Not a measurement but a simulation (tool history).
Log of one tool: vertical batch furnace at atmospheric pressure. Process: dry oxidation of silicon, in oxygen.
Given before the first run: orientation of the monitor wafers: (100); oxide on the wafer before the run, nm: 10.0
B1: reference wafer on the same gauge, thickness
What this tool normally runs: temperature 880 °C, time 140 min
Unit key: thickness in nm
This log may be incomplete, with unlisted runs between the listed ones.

Run 1, hour 0: usual settings; B1 28.6. Result: thickness 30.72 nm.
Run 2, hour 97.2: usual settings; B1 28.61. Result: thickness 30.8 nm.
Run 3, hour 173.1: usual settings; B1 28.59. Result: thickness 30.9 nm.
Run 4, hour 232.9: usual settings; B1 28.6. Result: thickness 30.79 nm.
Run 5, hour 338.4: usual settings; B1 28.6. Result: thickness 30.83 nm.
Run 6, hour 414.4: usual settings; B1 28.6. Result: thickness 30.84 nm.
Run 7, hour 463.4: usual settings; B1 28.59. Result: thickness 30.94 nm.
Run 8, hour 542.7: usual settings; B1 28.59. Result: thickness 31.05 nm.
Run 9, hour 608.5: usual settings; B1 28.59. Result: thickness 30.82 nm.
Run 10, hour 704: usual settings but temperature 862 °C; B1 28.6. Result: thickness 26.61 nm.
Run 11, hour 759.8: usual settings but temperature 862 °C; B1 28.6. Result: thickness 26.64 nm.
Run 12, hour 805.5: usual settings; B1 28.61. Result: thickness 31.12 nm.
At hour 806.9: gauge calibrated.
Run 13, hour 905.6: usual settings; B1 28.59. Result: thickness 31.13 nm.
Run 14, hour 962: usual settings; B1 28.6. Result: thickness 31.13 nm.
Run 15, hour 1003.6: usual settings; B1 28.59. Result: thickness 31.25 nm.
Run 16, hour 1077.6: usual settings; B1 28.61. Result: thickness 31.08 nm.
At hour 1103.7: boat lift adjusted.
Run 17, hour 1140.3: usual settings but temperature 892 °C, time 120.5 min; B1 28.6. Result: thickness 31.93 nm.
At hour 1260: thermocouples replaced and temperature profile calibrated.
Run 18, hour 1260.5: usual settings but temperature 892 °C, time 120.5 min; B1 28.6. Result: thickness 30.94 nm.
Run 19, hour 1309.1: usual settings but temperature 887 °C, time 190 min; B1 28.6. Result: thickness 38.39 nm.
Run 20, hour 1375: usual settings but temperature 900 °C, time 169 min; B1 28.6. Result: thickness 40.53 nm.
Run 21, hour 1415.2: usual settings but temperature 899 °C, time 200 min; B1 28.6. Result: thickness 44.9 nm.
Run 22, hour 1522.8: usual settings but temperature 872 °C; B1 28.6. Result: thickness 28.21 nm.
Run 23, hour 1561.1: usual settings but temperature 870 °C, time 104.5 min; B1 28.59. Result: thickness 24 nm.
Run 24, hour 1660.7: usual settings; B1 28.61. Result: thickness 30.25 nm.
Run 25, hour 1724.9: usual settings but temperature 891 °C, time 70.5 min; B1 28.6. Result: thickness 23.35 nm.
Run 26, hour 1775.2: usual settings but temperature 899 °C, time 173 min; B1 28.61. Result: thickness 40.93 nm.
Run 27, hour 1959.4: usual settings; B1 28.61. Result: thickness 30.3 nm.
Run 28, hour 2048.6: usual settings; B1 28.6. Result: thickness 30.32 nm.
Run 29, hour 2133.1: usual settings but temperature 895 °C, time 203.5 min; B1 28.6. Result: thickness 43.49 nm.
Run 30, hour 2234.9: usual settings but temperature 897 °C, time 163 min; B1 28.6. Result: thickness 38.58 nm.
Run 31, hour 2305: usual settings but temperature 871 °C; B1 28.59. Result: thickness 28.06 nm.
Run 32, hour 2404.8: usual settings; B1 28.59. Result: thickness 30.48 nm.
Run 33, hour 2443.9: usual settings but temperature 863 °C, time 203.5 min; B1 28.6. Result: thickness 32 nm.
Run 34, hour 2531.3: usual settings but temperature 888 °C, time 182.5 min; B1 28.6. Result: thickness 37.89 nm.
Run 35, hour 2585.1: usual settings but temperature 866 °C, time 107.5 min; B1 28.61. Result: thickness 23.53 nm.
Run 36, hour 2646: usual settings but temperature 863 °C; B1 28.61. Result: thickness 26.18 nm.
Run 37, hour 2746.6: usual settings but temperature 865 °C, time 110 min; B1 28.59. Result: thickness 23.73 nm.
Run 38, hour 2788.4: usual settings but time 94.5 min; B1 28.61. Result: thickness 24.72 nm.
Run 39, hour 2853.1: usual settings but temperature 896 °C, time 160 min; B1 28.61. Result: thickness 38.08 nm.
Run 40, hour 2951.5: usual settings; B1 28.61. Result: thickness 30.41 nm.

Each row is a separate what-if for the run after 40, all from the same tool condition, not one after another. Results?
Run A, hour 2957.9: usual settings; B1 ?. Result: thickness ?.
Run B, hour 2957.9: usual settings but temperature 858 °C, time 192.5 min; B1 ?. Result: thickness ?.
Run C, hour 2957.9: usual settings but temperature 899 °C; B1 ?. Result: thickness ?.

run    B1  thickness
  A  28.6      30.45
  B  28.6      29.79
  C  28.6       36.1
With the hidden condition removed and each run's random variation left untouched, the same runs would have given:
run  thickness
  A      30.27
  B      29.61
  C      35.88

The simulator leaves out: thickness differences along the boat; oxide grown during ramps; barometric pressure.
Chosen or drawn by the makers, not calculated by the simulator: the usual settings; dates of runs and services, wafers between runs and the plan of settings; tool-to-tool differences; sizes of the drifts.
